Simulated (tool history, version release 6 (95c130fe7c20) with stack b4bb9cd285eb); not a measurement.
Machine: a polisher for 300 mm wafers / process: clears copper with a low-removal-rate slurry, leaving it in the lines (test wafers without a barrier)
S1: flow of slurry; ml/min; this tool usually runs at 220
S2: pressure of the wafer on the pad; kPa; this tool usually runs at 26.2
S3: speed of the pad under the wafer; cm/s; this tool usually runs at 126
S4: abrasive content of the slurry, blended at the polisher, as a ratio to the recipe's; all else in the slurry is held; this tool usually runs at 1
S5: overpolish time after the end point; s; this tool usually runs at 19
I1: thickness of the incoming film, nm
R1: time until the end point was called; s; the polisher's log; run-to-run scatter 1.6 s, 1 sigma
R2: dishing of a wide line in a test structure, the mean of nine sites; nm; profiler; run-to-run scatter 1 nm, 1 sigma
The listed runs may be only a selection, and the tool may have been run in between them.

Run 1, hour 0: usual settings; I1 569. Result: R1 125.1 s, R2 60.4 nm.
Run 2, hour 108: usual settings; I1 569.6. Result: R1 130.3 s, R2 56.9 nm.
Run 3, hour 174: usual settings; I1 573.6. Result: R1 128.9 s, R2 55.3 nm.
At hour 204.6: worn pad replaced by a new one.
At hour 219.1: slurry blender recalibrated.
Run 4, hour 220.3: usual settings; I1 571.7. Result: R1 121.7 s, R2 62.1 nm.
Run 5, hour 291.5: usual settings; I1 573.2. Result: R1 120.2 s, R2 60.3 nm.
Run 6, hour 356.5: usual settings but S4 1.15; I1 576.1. Result: R1 117.9 s, R2 60.3 nm.
At hour 405.2: slurry nozzle cleaned.
Run 7, hour 407.4: usual settings but S4 1.15; I1 579.9. Result: R1 121.5 s, R2 59.8 nm.
Run 8, hour 453.2: usual settings but S1 285 ml/min, S2 32.4 kPa; I1 570.3. Result: R1 101.7 s, R2 68.5 nm.
At hour 522.9: head pressure recalibrated.
Run 9, hour 523.4: usual settings; I1 579.2. Result: R1 128.6 s, R2 59.4 nm.
Run 10, hour 574.8: usual settings but S1 260 ml/min, S2 29.6 kPa, S4 1.1; I1 578. Result: R1 113.5 s, R2 63.9 nm.
At hour 614.9: worn pad replaced by a new one.
Run 11, hour 641.6: usual settings but S4 1.15; I1 572.3. Result: R1 117.9 s, R2 60 nm.
At hour 653.5: slurry blender recalibrated.
Run 12, hour 690.8: usual settings; I1 580.6. Result: R1 126.4 s, R2 60.4 nm.
Run 13, hour 725: usual settings but S2 19.3 kPa, S3 86 cm/s; I1 564.8. Result: R1 218.3 s, R2 36.1 nm.
Run 14, hour 768.3: usual settings; I1 571.1. Result: R1 123.5 s, R2 59.1 nm.
Run 15, hour 817.5: usual settings but S1 295 ml/min, S2 22.1 kPa; I1 565.1. Result: R1 133.3 s, R2 54.2 nm.
Run 16, hour 856.4: usual settings; I1 575.1. Result: R1 123.7 s, R2 59.2 nm.
Run 17, hour 883.7: usual settings but S5 15 s; I1 576.7. Result: R1 125.7 s, R2 47.7 nm.
Run 18, hour 912.1: usual settings but S1 245 ml/min, S5 29 s; I1 568.3. Result: R1 124.2 s, R2 80.7 nm.
At hour 934.1: slurry nozzle cleaned.
Run 19, hour 959.3: usual settings but S1 280 ml/min, S2 20.7 kPa, S4 0.9; I1 568.2. Result: R1 150.1 s, R2 51 nm.
Run 20, hour 995.9: usual settings; I1 577.8. Result: R1 130.2 s, R2 58.2 nm.
At hour 1013.4: worn pad replaced by a new one.
At hour 1023.6: slurry blender recalibrated.
Run 21, hour 1042: usual settings but S3 150 cm/s, S4 0.75; I1 570.7. Result: R1 108.9 s, R2 67.8 nm.
Run 22, hour 1098.9: usual settings; I1 582.4. Result: R1 120.3 s, R2 60.8 nm.
Run 23, hour 1153.7: usual settings but S3 164 cm/s, S4 1.15; I1 583.9. Result: R1 93.6 s, R2 76 nm.
Run 24, hour 1208: usual settings but S1 190 ml/min, S4 1.2, S5 30 s; I1 579. Result: R1 122.2 s, R2 86.1 nm.
Run 25, hour 1300.2: usual settings; I1 569.5. Result: R1 126.8 s, R2 57.4 nm.
Run 26, hour 1328.5: usual settings but S1 290 ml/min, S3 106 cm/s, S4 0.9; I1 579.2. Result: R1 154.3 s, R2 48.9 nm.
Run 27, hour 1374.4: usual settings but S5 24 s; I1 572.6. Result: R1 127.9 s, R2 69.2 nm.
At hour 1409: worn pad replaced by a new one.
Run 28, hour 1431.4: usual settings but S4 0.85, S5 23 s; I1 570.7. Result: R1 126.2 s, R2 65.5 nm.
At hour 1450.9: slurry blender recalibrated.
Run 29, hour 1459.8: usual settings; I1 570.2. Result: R1 119.2 s, R2 60.7 nm.

Alternative continuations, all from the tool just after run 29; predict every row:
Run A, hour 1460.3: usual settings; I1 577.8. Result: R1 ?, R2 ?.
Run B, hour 1460.3: usual settings but S1 275 ml/min; I1 577.8. Result: R1 ?, R2 ?.
Run C, hour 1460.3: usual settings but S1 250 ml/min, S2 30.3 kPa, S3 166 cm/s; I1 577.8. Result: R1 ?, R2 ?.

run     R1    R2
  A  119.8  60.1
  B  117.5    61
  C     81  82.4
Stripped of hidden state, with their random variation kept, the same runs would have yielded:
run     R1    R2
  A  119.3  60.3
  B  117.1  61.2
  C   80.7  82.7
